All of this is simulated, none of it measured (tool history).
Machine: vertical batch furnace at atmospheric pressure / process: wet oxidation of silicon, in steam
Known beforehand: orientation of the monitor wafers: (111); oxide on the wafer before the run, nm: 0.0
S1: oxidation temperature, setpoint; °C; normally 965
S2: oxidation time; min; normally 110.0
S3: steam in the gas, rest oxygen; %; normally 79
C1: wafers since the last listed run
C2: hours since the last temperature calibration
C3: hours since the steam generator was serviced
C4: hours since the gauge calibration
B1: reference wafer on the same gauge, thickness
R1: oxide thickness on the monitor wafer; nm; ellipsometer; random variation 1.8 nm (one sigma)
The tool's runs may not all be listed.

{"run": 1, "hour": 0.0, "S1": 974, "S2": 110.0, "S3": 79, "C1": 0, "C2": 951.5, "C3": 2274.0, "C4": 286.1, "B1": 571.99, "R1": 564.18}
{"run": 2, "hour": 24.0, "S1": 974, "S2": 110.0, "S3": 79, "C1": 274, "C2": 975.5, "C3": 2298.0, "C4": 310.1, "B1": 570.6, "R1": 564.42}
{"run": 3, "hour": 70.8, "S1": 974, "S2": 110.0, "S3": 79, "C1": 535, "C2": 1022.3, "C3": 2344.8, "C4": 356.9, "B1": 571.13, "R1": 561.97}
{"run": 4, "hour": 104.5, "S1": 965, "S2": 110.0, "S3": 79, "C1": 385, "C2": 1056.0, "C3": 2378.5, "C4": 390.6, "B1": 569.38, "R1": 530.43}
{"run": 5, "hour": 142.5, "S1": 965, "S2": 110.0, "S3": 79, "C1": 434, "C2": 1094.0, "C3": 2416.5, "C4": 428.6, "B1": 567.6, "R1": 533.51}
{"run": 6, "hour": 192.7, "S1": 965, "S2": 110.0, "S3": 79, "C1": 574, "C2": 1144.2, "C3": 2466.7, "C4": 478.8, "B1": 565.91, "R1": 528.3}
{"run": 7, "hour": 253.0, "S1": 965, "S2": 110.0, "S3": 79, "C1": 690, "C2": 1204.5, "C3": 2527.0, "C4": 539.1, "B1": 563.9, "R1": 525.83}
{"hour": 308.7, "done": "gauge calibrated"}
{"run": 8, "hour": 317.6, "S1": 946, "S2": 110.0, "S3": 85, "C1": 739, "C2": 1269.1, "C3": 2591.6, "C4": 8.9, "B1": 574.35, "R1": 498.04}
{"run": 9, "hour": 376.3, "S1": 946, "S2": 110.0, "S3": 85, "C1": 671, "C2": 1327.8, "C3": 2650.3, "C4": 67.6, "B1": 574.4, "R1": 496.05}
{"run": 10, "hour": 411.9, "S1": 965, "S2": 110.0, "S3": 79, "C1": 407, "C2": 1363.4, "C3": 2685.9, "C4": 103.2, "B1": 573.64, "R1": 535.48}
{"run": 11, "hour": 461.6, "S1": 965, "S2": 110.0, "S3": 79, "C1": 568, "C2": 1413.1, "C3": 2735.6, "C4": 152.9, "B1": 573.22, "R1": 539.27}
{"run": 12, "hour": 492.0, "S1": 965, "S2": 110.0, "S3": 79, "C1": 347, "C2": 1443.5, "C3": 2766.0, "C4": 183.3, "B1": 573.07, "R1": 535.45}
{"hour": 542.0, "done": "steam generator serviced"}
{"run": 13, "hour": 542.5, "S1": 965, "S2": 110.0, "S3": 91, "C1": 303, "C2": 1494.0, "C3": 0.5, "C4": 233.8, "B1": 572.09, "R1": 582.15}
{"run": 14, "hour": 561.7, "S1": 965, "S2": 110.0, "S3": 79, "C1": 219, "C2": 1513.2, "C3": 19.7, "C4": 253.0, "B1": 571.26, "R1": 532.6}
{"run": 15, "hour": 597.7, "S1": 965, "S2": 62.5, "S3": 79, "C1": 412, "C2": 1549.2, "C3": 55.7, "C4": 289.0, "B1": 570.62, "R1": 367.26}
{"hour": 629.1, "done": "thermocouples replaced and temperature profile calibrated"}
{"run": 16, "hour": 703.6, "S1": 943, "S2": 145.5, "S3": 90, "C1": 937, "C2": 74.5, "C3": 161.6, "C4": 394.9, "B1": 568.15, "R1": 598.43}
{"run": 17, "hour": 742.9, "S1": 976, "S2": 159.5, "S3": 79, "C1": 449, "C2": 113.8, "C3": 200.9, "C4": 434.2, "B1": 565.94, "R1": 712.97}
{"run": 18, "hour": 797.1, "S1": 971, "S2": 81.0, "S3": 72, "C1": 620, "C2": 168.0, "C3": 255.1, "C4": 488.4, "B1": 564.12, "R1": 424.0}
{"run": 19, "hour": 841.6, "S1": 944, "S2": 110.0, "S3": 79, "C1": 509, "C2": 212.5, "C3": 299.6, "C4": 532.9, "B1": 563.21, "R1": 457.98}
{"hour": 850.8, "done": "gauge calibrated"}
{"run": 20, "hour": 872.6, "S1": 965, "S2": 110.0, "S3": 79, "C1": 354, "C2": 243.5, "C3": 330.6, "C4": 21.8, "B1": 578.84, "R1": 541.15}
{"run": 21, "hour": 927.5, "S1": 956, "S2": 126.0, "S3": 87, "C1": 628, "C2": 298.4, "C3": 385.5, "C4": 76.7, "B1": 577.12, "R1": 590.23}

5 ways to go on from here, each from the tool as it stands after run 21. What would each give?
{"run": "A", "hour": 933.1, "S1": 965, "S2": 110.0, "S3": 79, "C1": 64, "C2": 304.0, "C3": 391.1, "C4": 82.3, "B1": "?", "R1": "?"}
{"run": "B", "hour": 933.1, "S1": 983, "S2": 74.5, "S3": 79, "C1": 64, "C2": 304.0, "C3": 391.1, "C4": 82.3, "B1": "?", "R1": "?"}
{"run": "C", "hour": 933.1, "S1": 965, "S2": 69.0, "S3": 79, "C1": 64, "C2": 304.0, "C3": 391.1, "C4": 82.3, "B1": "?", "R1": "?"}
{"run": "D", "hour": 933.1, "S1": 957, "S2": 128.5, "S3": 91, "C1": 64, "C2": 304.0, "C3": 391.1, "C4": 82.3, "B1": "?", "R1": "?"}
{"run": "E", "hour": 933.1, "S1": 983, "S2": 132.5, "S3": 79, "C1": 64, "C2": 304.0, "C3": 391.1, "C4": 82.3, "B1": "?", "R1": "?"}

run=A B1=578.36 R1=540.21
run=B B1=578.36 R1=471.12
run=C B1=578.36 R1=397.87
run=D B1=578.36 R1=620.90
run=E B1=578.36 R1=673.35
Take away the tool's hidden state, keep each run's random variation, and the runs would have read:
run=A R1=536.40
run=B R1=467.80
run=C R1=395.07
run=D R1=616.53
run=E R1=668.61
